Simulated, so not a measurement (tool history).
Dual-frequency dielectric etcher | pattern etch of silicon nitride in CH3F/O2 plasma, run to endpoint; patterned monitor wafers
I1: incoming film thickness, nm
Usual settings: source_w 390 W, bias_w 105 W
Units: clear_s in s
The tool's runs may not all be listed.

run 1 hour=0.0 | source_w=390 bias_w=105 | I1=70.2 | clear_s=67.3
run 2 hour=8.9 | source_w=390 bias_w=105 | I1=69.6 | clear_s=67.0
run 3 hour=18.0 | source_w=390 bias_w=110 | I1=70.2 | clear_s=66.0
run 4 hour=31.6 | source_w=390 bias_w=105 | I1=69.6 | clear_s=66.6
run 5 hour=44.2 | source_w=390 bias_w=105 | I1=70.0 | clear_s=67.0
run 6 hour=56.0 | source_w=390 bias_w=105 | I1=70.0 | clear_s=66.7
-- hour=86.2 upper electrode replaced
-- hour=89.6 source power generator calibrated
run 7 hour=90.1 | source_w=310 bias_w=124 | I1=70.3 | clear_s=69.6
run 8 hour=90.5 | source_w=390 bias_w=105 | I1=69.8 | clear_s=66.2
-- hour=125.4 wet clean of the chamber
run 9 hour=125.8 | source_w=390 bias_w=105 | I1=70.1 | clear_s=66.6
run 10 hour=138.5 | source_w=390 bias_w=83 | I1=70.4 | clear_s=72.5
run 11 hour=150.0 | source_w=390 bias_w=105 | I1=70.3 | clear_s=67.1
-- hour=159.2 bias power generator calibrated
run 12 hour=159.7 | source_w=420 bias_w=129 | I1=69.4 | clear_s=59.8
run 13 hour=169.8 | source_w=480 bias_w=126 | I1=69.9 | clear_s=58.3
run 14 hour=185.2 | source_w=320 bias_w=98 | I1=70.5 | clear_s=74.1
run 15 hour=200.8 | source_w=340 bias_w=81 | I1=70.0 | clear_s=76.7

4 ways to go on from here, each from the tool as it stands after run 15. What would each give?
run A hour=201.3 | source_w=390 bias_w=116 | I1=70.1 | clear_s=?
run B hour=201.3 | source_w=490 bias_w=81 | I1=70.1 | clear_s=?
run C hour=201.3 | source_w=330 bias_w=89 | I1=70.1 | clear_s=?
run D hour=201.3 | source_w=450 bias_w=90 | I1=70.1 | clear_s=?

run=A clear_s=65.2
run=B clear_s=66.8
run=C clear_s=75.9
run=D clear_s=66.9
Without the tool's hidden state the same runs would have given:
run=A clear_s=65.2
run=B clear_s=66.8
run=C clear_s=75.9
run=D clear_s=66.9

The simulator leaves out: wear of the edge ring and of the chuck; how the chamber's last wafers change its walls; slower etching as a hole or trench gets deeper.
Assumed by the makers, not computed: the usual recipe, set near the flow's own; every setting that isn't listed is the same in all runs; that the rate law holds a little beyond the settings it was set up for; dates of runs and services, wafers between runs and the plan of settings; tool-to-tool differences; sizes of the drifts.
